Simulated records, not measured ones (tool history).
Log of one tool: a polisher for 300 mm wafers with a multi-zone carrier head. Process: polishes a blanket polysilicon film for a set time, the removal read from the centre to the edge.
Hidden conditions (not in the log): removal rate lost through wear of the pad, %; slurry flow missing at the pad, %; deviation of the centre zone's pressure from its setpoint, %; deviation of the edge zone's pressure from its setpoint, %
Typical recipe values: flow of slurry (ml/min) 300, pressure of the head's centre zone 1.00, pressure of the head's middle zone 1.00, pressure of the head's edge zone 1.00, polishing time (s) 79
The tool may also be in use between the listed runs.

| run | day | flow of slurry (ml/min) | pressure of the head's centre zone | pressure of the head's middle zone | pressure of the head's edge zone | polishing time (s) | wafers since the last listed run | wafers polished on this pad | hours since the slurry nozzle was cleaned | hours since the centre zone pressure was calibrated | hours since the edge zone pressure was calibrated | hours since the carrier head's membrane was replaced | incoming thickness of the incoming film, nm | film removed at the wafer's centre (Å) | film removed at mid-radius (Å) | film removed at the wafer's edge (Å) |
|---|---|---|---|---|---|---|---|---|---|---|---|---|---|---|---|---|
| 1 | 0.000 | 300 | 1.00 | 1.00 | 1.00 | 79 | 0 | 1764 | 721.1 | 165.7 | 596.7 | 1360.5 | 1686.0 | 4898 | 4936 | 5139 |
| 2 | 0.733 | 350 | 1.00 | 1.00 | 1.05 | 79 | 197 | 1962 | 738.7 | 183.3 | 614.3 | 1378.1 | 1707.5 | 4946 | 5058 | 5229 |
|  | 1.200 | slurry nozzle cleaned |
|  | 1.796 | worn pad replaced by a new one |
| 3 | 1.821 | 350 | 1.00 | 1.00 | 1.05 | 79 | 236 | 6 | 14.9 | 209.4 | 640.4 | 1404.2 | 1687.9 | 6226 | 6117 | 6205 |
| 4 | 3.046 | 300 | 1.00 | 1.00 | 1.10 | 71 | 329 | 336 | 44.3 | 238.8 | 669.8 | 1433.6 | 1681.8 | 5349 | 5326 | 5554 |
| 5 | 4.275 | 350 | 1.00 | 1.00 | 1.05 | 79 | 330 | 667 | 73.8 | 268.3 | 699.3 | 1463.1 | 1700.0 | 5911 | 5954 | 6067 |
| 6 | 5.479 | 360 | 1.00 | 1.00 | 1.00 | 79 | 324 | 991 | 102.7 | 297.2 | 728.2 | 1492.0 | 1702.7 | 5809 | 5907 | 5849 |
| 7 | 6.754 | 300 | 1.00 | 1.00 | 1.00 | 79 | 343 | 1334 | 133.3 | 327.8 | 758.8 | 1522.6 | 1703.3 | 5531 | 5643 | 5639 |
| 8 | 7.521 | 380 | 1.00 | 1.00 | 1.00 | 79 | 206 | 1541 | 151.7 | 346.2 | 777.2 | 1541.0 | 1686.0 | 5645 | 5516 | 5660 |
| 9 | 8.175 | 300 | 1.00 | 0.95 | 1.09 | 79 | 176 | 1717 | 167.4 | 361.9 | 792.9 | 1556.7 | 1687.6 | 5464 | 5289 | 5632 |
| 10 | 9.517 | 300 | 1.11 | 1.11 | 1.09 | 79 | 361 | 2078 | 199.6 | 394.1 | 825.1 | 1588.9 | 1691.1 | 5599 | 5790 | 5546 |
|  | 9.754 | edge zone pressure recalibrated |
| 11 | 10.304 | 205 | 1.08 | 1.00 | 1.00 | 79 | 189 | 2268 | 218.5 | 413.0 | 13.2 | 1607.8 | 1705.3 | 5416 | 4926 | 5114 |
|  | 10.525 | worn pad replaced by a new one |
| 12 | 11.525 | 300 | 1.00 | 1.00 | 1.00 | 79 | 283 | 269 | 247.8 | 442.3 | 42.5 | 1637.1 | 1702.3 | 5910 | 5818 | 5960 |
|  | 12.133 | centre zone pressure recalibrated |
| 13 | 14.875 | 300 | 1.00 | 1.00 | 1.00 | 79 | 879 | 1149 | 328.2 | 65.8 | 122.9 | 1717.5 | 1723.5 | 5757 | 5603 | 5690 |
|  | 15.479 | carrier head's membrane replaced by a new one |
| 14 | 15.704 | 300 | 1.00 | 1.00 | 1.00 | 79 | 167 | 1316 | 348.1 | 85.7 | 142.8 | 5.4 | 1720.4 | 5459 | 5517 | 5592 |

Forecast run 15:
| 15 | 16.912 | 300 | 0.94 | 0.91 | 1.00 | 79 | 325 | 1641 | 377.1 | 114.7 | 171.8 | 34.4 | 1707.5 | ? | ? | ? |

Run 15 produced film removed at the wafer's centre (Å) 5201, film removed at mid-radius (Å) 5067, film removed at the wafer's edge (Å) 5541.
Were there no unlogged condition in the tool, this run, its random variation unchanged, would have produced film removed at the wafer's centre (Å) 5850, film removed at mid-radius (Å) 5689, film removed at the wafer's edge (Å) 6198.

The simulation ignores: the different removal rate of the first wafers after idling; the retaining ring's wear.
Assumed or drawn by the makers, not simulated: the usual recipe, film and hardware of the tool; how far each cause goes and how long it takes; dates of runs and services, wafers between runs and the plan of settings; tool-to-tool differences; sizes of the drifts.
